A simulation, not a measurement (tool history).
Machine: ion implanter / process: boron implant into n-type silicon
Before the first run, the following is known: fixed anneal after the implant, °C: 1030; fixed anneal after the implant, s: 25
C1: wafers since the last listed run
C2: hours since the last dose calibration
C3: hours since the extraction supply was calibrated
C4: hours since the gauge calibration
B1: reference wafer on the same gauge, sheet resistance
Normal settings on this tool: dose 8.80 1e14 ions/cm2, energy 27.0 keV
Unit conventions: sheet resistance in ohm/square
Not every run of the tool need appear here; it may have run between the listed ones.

{"run": 1, "hour": 0.0, "dose": 8.8, "energy": 27.0, "C1": 0, "C2": 1665.3, "C3": 4719.2, "C4": 1727.3, "B1": 99.0, "sheet resistance": 117.89}
{"run": 2, "hour": 53.5, "dose": 8.8, "energy": 27.0, "C1": 1356, "C2": 1718.8, "C3": 4772.7, "C4": 1780.8, "B1": 99.0, "sheet resistance": 118.16}
{"run": 3, "hour": 122.4, "dose": 8.8, "energy": 27.0, "C1": 1747, "C2": 1787.7, "C3": 4841.6, "C4": 1849.7, "B1": 99.02, "sheet resistance": 118.4}
{"run": 4, "hour": 154.3, "dose": 8.8, "energy": 27.0, "C1": 809, "C2": 1819.6, "C3": 4873.5, "C4": 1881.6, "B1": 98.98, "sheet resistance": 118.15}
{"run": 5, "hour": 195.0, "dose": 8.8, "energy": 27.0, "C1": 1032, "C2": 1860.3, "C3": 4914.2, "C4": 1922.3, "B1": 99.01, "sheet resistance": 117.95}
{"run": 6, "hour": 244.4, "dose": 8.8, "energy": 27.0, "C1": 1252, "C2": 1909.7, "C3": 4963.6, "C4": 1971.7, "B1": 99.0, "sheet resistance": 118.49}
{"run": 7, "hour": 288.1, "dose": 8.8, "energy": 27.0, "C1": 1108, "C2": 1953.4, "C3": 5007.3, "C4": 2015.4, "B1": 99.02, "sheet resistance": 118.58}
{"run": 8, "hour": 322.9, "dose": 8.8, "energy": 27.0, "C1": 882, "C2": 1988.2, "C3": 5042.1, "C4": 2050.2, "B1": 98.99, "sheet resistance": 118.66}
{"run": 9, "hour": 353.2, "dose": 8.8, "energy": 27.0, "C1": 768, "C2": 2018.5, "C3": 5072.4, "C4": 2080.5, "B1": 99.0, "sheet resistance": 118.5}
{"run": 10, "hour": 381.4, "dose": 10.64, "energy": 22.5, "C1": 715, "C2": 2046.7, "C3": 5100.6, "C4": 2108.7, "B1": 99.04, "sheet resistance": 102.71}
{"run": 11, "hour": 405.6, "dose": 10.64, "energy": 22.5, "C1": 613, "C2": 2070.9, "C3": 5124.8, "C4": 2132.9, "B1": 98.98, "sheet resistance": 102.49}
{"run": 12, "hour": 472.7, "dose": 8.8, "energy": 27.0, "C1": 1701, "C2": 2138.0, "C3": 5191.9, "C4": 2200.0, "B1": 99.01, "sheet resistance": 118.56}
{"run": 13, "hour": 530.8, "dose": 8.8, "energy": 27.0, "C1": 1473, "C2": 2196.1, "C3": 5250.0, "C4": 2258.1, "B1": 98.99, "sheet resistance": 119.12}
{"run": 14, "hour": 554.9, "dose": 8.8, "energy": 27.0, "C1": 611, "C2": 2220.2, "C3": 5274.1, "C4": 2282.2, "B1": 99.01, "sheet resistance": 119.38}
{"run": 15, "hour": 616.5, "dose": 8.8, "energy": 27.0, "C1": 1562, "C2": 2281.8, "C3": 5335.7, "C4": 2343.8, "B1": 98.98, "sheet resistance": 119.01}
{"hour": 635.6, "done": "Faraday cup replaced and dose calibrated"}
{"hour": 652.3, "done": "gauge calibrated"}
{"run": 16, "hour": 654.1, "dose": 8.8, "energy": 27.0, "C1": 750, "C2": 18.5, "C3": 5373.3, "C4": 1.8, "B1": 99.01, "sheet resistance": 116.24}
{"run": 17, "hour": 706.5, "dose": 8.8, "energy": 32.0, "C1": 1329, "C2": 70.9, "C3": 5425.7, "C4": 54.2, "B1": 98.96, "sheet resistance": 114.6}
{"run": 18, "hour": 776.6, "dose": 8.8, "energy": 32.0, "C1": 1777, "C2": 141.0, "C3": 5495.8, "C4": 124.3, "B1": 99.0, "sheet resistance": 114.61}
{"run": 19, "hour": 832.6, "dose": 8.8, "energy": 27.0, "C1": 1420, "C2": 197.0, "C3": 5551.8, "C4": 180.3, "B1": 99.01, "sheet resistance": 116.16}
{"run": 20, "hour": 865.9, "dose": 8.0, "energy": 33.5, "C1": 844, "C2": 230.3, "C3": 5585.1, "C4": 213.6, "B1": 99.01, "sheet resistance": 123.59}
{"hour": 904.2, "done": "extraction supply calibrated"}
{"run": 21, "hour": 930.3, "dose": 8.8, "energy": 27.0, "C1": 1430, "C2": 294.7, "C3": 26.1, "C4": 278.0, "B1": 98.99, "sheet resistance": 116.64}
{"run": 22, "hour": 990.2, "dose": 8.8, "energy": 27.0, "C1": 1519, "C2": 354.6, "C3": 86.0, "C4": 337.9, "B1": 98.96, "sheet resistance": 116.08}
{"run": 23, "hour": 1044.4, "dose": 10.61, "energy": 27.0, "C1": 1374, "C2": 408.8, "C3": 140.2, "C4": 392.1, "B1": 98.97, "sheet resistance": 99.26}
{"run": 24, "hour": 1095.9, "dose": 8.8, "energy": 27.0, "C1": 1306, "C2": 460.3, "C3": 191.7, "C4": 443.6, "B1": 98.97, "sheet resistance": 116.23}
{"run": 25, "hour": 1131.7, "dose": 6.55, "energy": 27.0, "C1": 907, "C2": 496.1, "C3": 227.5, "C4": 479.4, "B1": 99.02, "sheet resistance": 149.23}
{"run": 26, "hour": 1195.1, "dose": 8.8, "energy": 33.0, "C1": 1608, "C2": 559.5, "C3": 290.9, "C4": 542.8, "B1": 98.99, "sheet resistance": 114.53}
{"run": 27, "hour": 1249.3, "dose": 6.24, "energy": 36.0, "C1": 1374, "C2": 613.7, "C3": 345.1, "C4": 597.0, "B1": 98.98, "sheet resistance": 150.52}
{"run": 28, "hour": 1283.9, "dose": 8.14, "energy": 36.0, "C1": 877, "C2": 648.3, "C3": 379.7, "C4": 631.6, "B1": 98.97, "sheet resistance": 121.24}
{"run": 29, "hour": 1311.0, "dose": 8.8, "energy": 27.0, "C1": 687, "C2": 675.4, "C3": 406.8, "C4": 658.7, "B1": 99.02, "sheet resistance": 116.33}
{"run": 30, "hour": 1358.9, "dose": 10.58, "energy": 18.0, "C1": 1214, "C2": 723.3, "C3": 454.7, "C4": 706.6, "B1": 99.01, "sheet resistance": 103.08}
{"run": 31, "hour": 1415.4, "dose": 6.91, "energy": 27.0, "C1": 1432, "C2": 779.8, "C3": 511.2, "C4": 763.1, "B1": 99.02, "sheet resistance": 142.95}
{"run": 32, "hour": 1467.5, "dose": 8.8, "energy": 35.0, "C1": 1321, "C2": 831.9, "C3": 563.3, "C4": 815.2, "B1": 99.0, "sheet resistance": 114.14}
{"run": 33, "hour": 1535.2, "dose": 10.67, "energy": 27.0, "C1": 1717, "C2": 899.6, "C3": 631.0, "C4": 882.9, "B1": 99.0, "sheet resistance": 99.1}
{"run": 34, "hour": 1590.3, "dose": 8.8, "energy": 27.0, "C1": 1397, "C2": 954.7, "C3": 686.1, "C4": 938.0, "B1": 99.04, "sheet resistance": 116.51}
{"run": 35, "hour": 1656.8, "dose": 8.0, "energy": 33.5, "C1": 1686, "C2": 1021.2, "C3": 752.6, "C4": 1004.5, "B1": 99.01, "sheet resistance": 124.58}
{"run": 36, "hour": 1719.8, "dose": 9.91, "energy": 23.0, "C1": 1597, "C2": 1084.2, "C3": 815.6, "C4": 1067.5, "B1": 98.99, "sheet resistance": 106.91}
{"run": 37, "hour": 1774.4, "dose": 8.8, "energy": 32.0, "C1": 1384, "C2": 1138.8, "C3": 870.2, "C4": 1122.1, "B1": 99.03, "sheet resistance": 115.12}

The tool's hidden state at each run:
deviation of the true energy from its setpoint, %: 0, the same for each run
gauge reads high (%): 0, the same for each run
H1: deviation of the true dose from the Faraday cup's reading, %
run=1 H1=-1.97
run=2 H1=-2.07
run=3 H1=-2.21
run=4 H1=-2.28
run=5 H1=-2.37
run=6 H1=-2.47
run=7 H1=-2.57
run=8 H1=-2.65
run=9 H1=-2.72
run=10 H1=-2.79
run=11 H1=-2.84
run=12 H1=-3.01
run=13 H1=-3.15
run=14 H1=-3.21
run=15 H1=-3.37
run=16 H1=-0.18
run=17 H1=-0.183
run=18 H1=-0.192
run=19 H1=-0.203
run=20 H1=-0.211
run=21 H1=-0.23
run=22 H1=-0.253
run=23 H1=-0.277
run=24 H1=-0.302
run=25 H1=-0.322
run=26 H1=-0.361
run=27 H1=-0.397
run=28 H1=-0.423
run=29 H1=-0.443
run=30 H1=-0.482
run=31 H1=-0.531
run=32 H1=-0.579
run=33 H1=-0.647
run=34 H1=-0.706
run=35 H1=-0.782
run=36 H1=-0.858
run=37 H1=-0.928
